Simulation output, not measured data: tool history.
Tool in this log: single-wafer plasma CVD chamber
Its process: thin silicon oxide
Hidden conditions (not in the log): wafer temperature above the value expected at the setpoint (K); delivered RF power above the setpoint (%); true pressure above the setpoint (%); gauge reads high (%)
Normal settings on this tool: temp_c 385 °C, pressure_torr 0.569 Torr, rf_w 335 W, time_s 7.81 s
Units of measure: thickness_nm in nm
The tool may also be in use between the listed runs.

run	hour	temp_c	pressure_torr	rf_w	time_s	wafers since the last listed run	hours since the last thermocouple change	hours since the last RF generator calibration	hours since the last manometer calibration	hours since the showerhead was replaced	hours since the gauge calibration	read-back reference wafer on the same gauge, thickness_nm	thickness_nm
1	0	385	0.569	335	8.6	0	704.1	1995.3	1489.3	5382.1	120.9	11.196	12.18
2	67	385	0.569	305	7.81	1521	771.1	2062.3	1556.3	5449.1	187.9	11.202	10.66
3	96.4	385	0.569	305	7.81	667	800.5	2091.7	1585.7	5478.5	217.3	11.204	10.65
4	168.3	385	0.532	335	7.81	1632	872.4	2163.6	1657.6	5550.4	289.2	11.198	10.337
5	208.3	385	0.532	335	7.81	908	912.4	2203.6	1697.6	5590.4	329.2	11.204	10.329
# hour 249.1: thermocouple changed; heater temperature recalibrated
6	257.7	385	0.532	335	7.81	940	8.6	2253	1747	5639.8	378.6	11.201	10.301
7	304.6	385	0.569	385	7.81	1064	55.5	2299.9	1793.9	5686.7	425.5	11.201	11.577
8	334.8	385	0.628	315	9.17	685	85.7	2330.1	1824.1	5716.9	455.7	11.202	13.863
# hour 349.2: showerhead replaced
# hour 381.2: capacitance manometer re-zeroed and calibrated
9	391.3	385	0.458	335	7.36	919	142.2	2386.6	10.1	42.1	512.2	11.194	7.703
# hour 437.3: RF generator calibrated
10	437.8	371	0.485	300	7.27	874	188.7	0.5	56.6	88.6	558.7	11.198	8.128
# hour 443.1: gauge calibrated
11	478.6	371	0.485	300	7.27	926	229.5	41.3	97.4	129.4	35.5	11.199	8.144
12	540.9	379	0.569	310	7.81	1414	291.8	103.6	159.7	191.7	97.8	11.195	10.462
13	611.7	396	0.569	285	7.81	1607	362.6	174.4	230.5	262.5	168.6	11.198	10.054
14	659.5	397	0.697	315	8.22	1085	410.4	222.2	278.3	310.3	216.4	11.203	13.501

Alternative continuations, all from the tool just after run 14; predict every row:
A	659.9	385	0.569	335	7.81	9	410.8	222.6	278.7	310.7	216.8	?	?
B	659.9	376	0.569	390	8.23	9	410.8	222.6	278.7	310.7	216.8	?	?
C	659.9	385	0.645	280	8.96	9	410.8	222.6	278.7	310.7	216.8	?	?

run	read-back reference wafer on the same gauge, thickness_nm	thickness_nm
A	11.204	10.779
B	11.204	12.049
C	11.204	13.061
The same runs, with their run-to-run variation unchanged, on a tool lacking any hidden condition would have given:
run	thickness_nm
A	10.565
B	11.809
C	12.81

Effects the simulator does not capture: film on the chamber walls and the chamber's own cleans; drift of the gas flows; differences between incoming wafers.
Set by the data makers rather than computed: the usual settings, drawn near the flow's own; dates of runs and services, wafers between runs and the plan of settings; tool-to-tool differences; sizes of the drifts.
